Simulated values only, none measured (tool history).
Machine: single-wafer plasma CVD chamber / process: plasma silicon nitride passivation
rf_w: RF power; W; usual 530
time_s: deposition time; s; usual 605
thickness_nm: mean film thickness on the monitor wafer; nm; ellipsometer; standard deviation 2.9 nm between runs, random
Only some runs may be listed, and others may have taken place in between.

| run | hour | rf_w | time_s | read-back reference wafer on the same gauge, thickness_nm | thickness_nm |
|---|---|---|---|---|---|
| 1 | 0 | 530 | 605 | 888.903 | 901.205 |
| 2 | 65.3 | 530 | 605 | 888.635 | 899.999 |
| 3 | 104 | 530 | 605 | 889.352 | 894.007 |
| 4 | 156.7 | 530 | 605 | 889.993 | 906.317 |
| 5 | 203.2 | 530 | 605 | 890.715 | 899.008 |
| 6 | 297.8 | 480 | 605 | 892.054 | 856.148 |
| 7 | 362.8 | 455 | 605 | 891.217 | 826.591 |
| 8 | 426.1 | 455 | 605 | 892.821 | 826.821 |
| 9 | 521.6 | 530 | 605 | 893.763 | 900.129 |
|  | 615.9 | RF generator calibrated |
| 10 | 619.6 | 530 | 605 | 894.712 | 904.24 |
| 11 | 665.8 | 530 | 605 | 894.623 | 904.614 |
| 12 | 984 | 530 | 605 | 897.805 | 909.446 |
| 13 | 1074.5 | 530 | 605 | 898.741 | 903.55 |
| 14 | 1373.6 | 530 | 605 | 902.105 | 911.963 |
|  | 1442.2 | RF generator calibrated |
| 15 | 1442.7 | 530 | 605 | 902.771 | 917.318 |
| 16 | 1528.9 | 530 | 605 | 903.074 | 911.085 |
| 17 | 1608.5 | 530 | 605 | 904.195 | 911.232 |
| 18 | 1864.6 | 560 | 560 | 906.581 | 867.765 |
| 19 | 1946 | 575 | 638 | 907.3 | 1003.109 |
| 20 | 2026 | 425 | 514 | 907.823 | 685.045 |
| 21 | 2071.3 | 450 | 714 | 908.252 | 987.122 |
|  | 2097.9 | showerhead replaced |
| 22 | 2156.6 | 580 | 545 | 908.828 | 870.501 |
|  | 2199.4 | gauge calibrated |
| 23 | 2206.6 | 630 | 675 | 890.623 | 1090.428 |
| 24 | 2266.3 | 590 | 530 | 891.555 | 830.467 |
|  | 2346.8 | RF generator calibrated |
| 25 | 2356.5 | 530 | 605 | 891.905 | 899.961 |
| 26 | 2439.8 | 560 | 650 | 892.684 | 990.955 |
| 27 | 2510.4 | 625 | 486 | 893.446 | 790.81 |
| 28 | 2552.6 | 530 | 605 | 893.231 | 900.837 |
| 29 | 2649.6 | 480 | 605 | 894.693 | 856.725 |
| 30 | 2944.9 | 625 | 486 | 897.741 | 789.025 |
| 31 | 3034.4 | 475 | 605 | 898.454 | 862.406 |
| 32 | 3140.7 | 530 | 605 | 899.369 | 912.582 |
|  | 3148.9 | RF generator calibrated |
| 33 | 3203.3 | 530 | 700 | 900.15 | 1045.793 |
| 34 | 3268.5 | 460 | 489 | 900.135 | 676.677 |
| 35 | 3331.6 | 530 | 605 | 901.593 | 903.27 |

Here are 3 independent what-if runs from the current tool condition. What would each one return?
| A | 3332.2 | 530 | 605 | ? | ? |
| B | 3332.2 | 430 | 605 | ? | ? |
| C | 3332.2 | 630 | 492 | ? | ? |

| run | read-back reference wafer on the same gauge, thickness_nm | thickness_nm |
|---|---|---|
| A | 901.351 | 907.592 |
| B | 901.351 | 808.162 |
| C | 901.351 | 802.319 |
Had the tool no hidden state, the same runs would have come out as:
| run | thickness_nm |
|---|---|
| A | 895.085 |
| B | 797.025 |
| C | 791.262 |

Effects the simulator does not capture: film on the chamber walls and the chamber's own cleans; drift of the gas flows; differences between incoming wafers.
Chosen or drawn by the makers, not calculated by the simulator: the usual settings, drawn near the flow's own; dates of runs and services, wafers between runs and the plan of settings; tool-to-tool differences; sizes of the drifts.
